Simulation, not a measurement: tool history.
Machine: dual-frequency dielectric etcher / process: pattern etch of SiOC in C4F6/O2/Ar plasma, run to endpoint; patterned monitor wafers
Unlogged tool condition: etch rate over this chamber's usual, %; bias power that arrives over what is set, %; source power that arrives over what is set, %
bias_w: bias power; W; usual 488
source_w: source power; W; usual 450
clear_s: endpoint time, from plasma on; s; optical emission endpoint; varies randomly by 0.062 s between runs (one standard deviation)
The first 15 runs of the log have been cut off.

run     day  bias_w  source_w  wafers since the last listed run  hours since the last wet clean  hours since the last bias power generator calibration  hours since the last source power generator calibration  hours since the last upper electrode change  incoming incoming film thickness, nm  clear_s
 16  16.842     488       450                               186                           103.5                                                  154.8                                                     30.1                                        102.9                                 26.53      9.0
 17  18.112     488       450                               294                           134.0                                                  185.3                                                     60.6                                        133.4                                 26.31      9.0
 18  18.833     536       480                               167                           151.3                                                  202.6                                                     77.9                                        150.7                                 26.39      8.5
 19  19.450     417       410                               143                           166.1                                                  217.4                                                     92.7                                        165.5                                 25.98      9.5
 20  20.438     415       400                               229                           189.8                                                  241.1                                                    116.4                                        189.2                                 26.20      9.7
 21  21.696     488       540                               291                           220.0                                                  271.3                                                    146.6                                        219.4                                 26.00      8.4
 22  22.200     488       450                               116                           232.1                                                  283.4                                                    158.7                                        231.5                                 26.02      8.9
 23  22.775     488       420                               133                           245.9                                                  297.2                                                    172.5                                        245.3                                 26.48      9.2
 24  24.196     525       400                               329                           280.0                                                  331.3                                                    206.6                                        279.4                                 26.28      9.1
 25  25.138     488       410                               218                           302.6                                                  353.9                                                    229.2                                        302.0                                 26.08      9.2
 26  26.583     588       530                               335                           337.3                                                  388.6                                                    263.9                                        336.7                                 26.21      8.3
 27  27.188     488       450                               140                           351.8                                                  403.1                                                    278.4                                        351.2                                 26.35      9.0
     29.258  -- wet clean of the chamber
 28  29.279     488       350                               253                             0.5                                                  453.3                                                    328.6                                        401.4                                 26.39      9.4
 29  29.312     488       450                                 7                             1.3                                                  454.1                                                    329.4                                        402.2                                 26.33      8.9
 30  30.704     551       530                               322                            34.7                                                  487.5                                                    362.8                                        435.6                                 26.62      8.2
 31  31.904     422       490                               278                            63.5                                                  516.3                                                    391.6                                        464.4                                 26.66      9.1
 32  32.779     600       510                               202                            84.5                                                  537.3                                                    412.6                                        485.4                                 26.68      8.1

Each row is a separate what-if for the run after 32, all from the same tool condition, not one after another. Results?
  A  32.796     488       400                                 3                            84.9                                                  537.7                                                    413.0                                        485.8                                 26.31        ?
  B  32.796     418       420                                 3                            84.9                                                  537.7                                                    413.0                                        485.8                                 26.31        ?
  C  32.796     556       480                                 3                            84.9                                                  537.7                                                    413.0                                        485.8                                 26.31        ?

run  clear_s
  A      9.1
  B      9.4
  C      8.3
With no hidden state in the tool, these same runs would have given:
run  clear_s
  A      9.0
  B      9.3
  C      8.2
